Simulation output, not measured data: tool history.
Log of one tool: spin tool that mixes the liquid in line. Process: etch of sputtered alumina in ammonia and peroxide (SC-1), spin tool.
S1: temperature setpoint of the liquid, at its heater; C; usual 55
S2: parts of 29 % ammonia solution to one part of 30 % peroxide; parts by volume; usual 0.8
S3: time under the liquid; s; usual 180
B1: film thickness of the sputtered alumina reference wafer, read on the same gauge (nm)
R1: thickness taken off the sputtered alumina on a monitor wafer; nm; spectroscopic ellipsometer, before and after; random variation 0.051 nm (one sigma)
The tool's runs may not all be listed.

run 1 hour=0 | S1=52.5 S2=0.8 S3=180 | B1=119.99 | R1=12.2
run 2 hour=12.5 | S1=52.5 S2=0.8 S3=180 | B1=120 | R1=12.12
run 3 hour=19.8 | S1=55 S2=0.8 S3=180 | B1=120.02 | R1=13.94
run 4 hour=36.7 | S1=55 S2=0.8 S3=180 | B1=119.96 | R1=13.94
run 5 hour=42.8 | S1=55 S2=0.8 S3=180 | B1=120.01 | R1=13.92
run 6 hour=60.2 | S1=55 S2=0.8 S3=180 | B1=119.97 | R1=13.89
-- hour=83.5 ammonia flow meter replaced
run 7 hour=96.1 | S1=55 S2=0.8 S3=180 | B1=119.95 | R1=13.76
-- hour=103.8 new drum of ammonia solution connected
run 8 hour=111.5 | S1=55 S2=1.05 S3=180 | B1=120.01 | R1=14.24
run 9 hour=120.4 | S1=55 S2=0.8 S3=180 | B1=120.03 | R1=13.94
-- hour=134.8 gauge calibrated
run 10 hour=139.4 | S1=59 S2=0.8 S3=180 | B1=120.04 | R1=17.16
-- hour=141.6 heated supply line repaired
run 11 hour=147.4 | S1=55 S2=0.5 S3=130 | B1=119.96 | R1=9.55
run 12 hour=153.6 | S1=57.5 S2=1.15 S3=180 | B1=119.95 | R1=16.4
-- hour=159.3 thermometer replaced
run 13 hour=161.6 | S1=55 S2=0.6 S3=180 | B1=120.02 | R1=15.57
run 14 hour=170.8 | S1=60 S2=0.8 S3=180 | B1=119.96 | R1=20.62
run 15 hour=187.4 | S1=60 S2=0.65 S3=180 | B1=119.97 | R1=20.27
run 16 hour=202.3 | S1=61 S2=1.05 S3=85 | B1=119.97 | R1=10.54

Hidden state or all else? Some run-to-run changes of R1, split into what the settings, what came in and random variation would give without the hidden state, and what is left for the hidden state (with any gauge scatter that isn't in both results):
The hidden state here: liquid colder than its thermometer reads (K); ammonia flow above the setpoint (%); temperature lost on the way to the wafer (K); ammonia solution weaker than its label (%); gauge reads high (%).
Run 12 -> 13: S1 57.5 -> 55, S2 1.15 -> 0.6, thermometer replaced. R1 -0.83 nm: hidden state +2.48, all else -3.31.
Run 15 -> 16: S1 60 -> 61, S2 0.65 -> 1.05, S3 180 -> 85. R1 -9.73 nm: hidden state +0.08, all else -9.81.
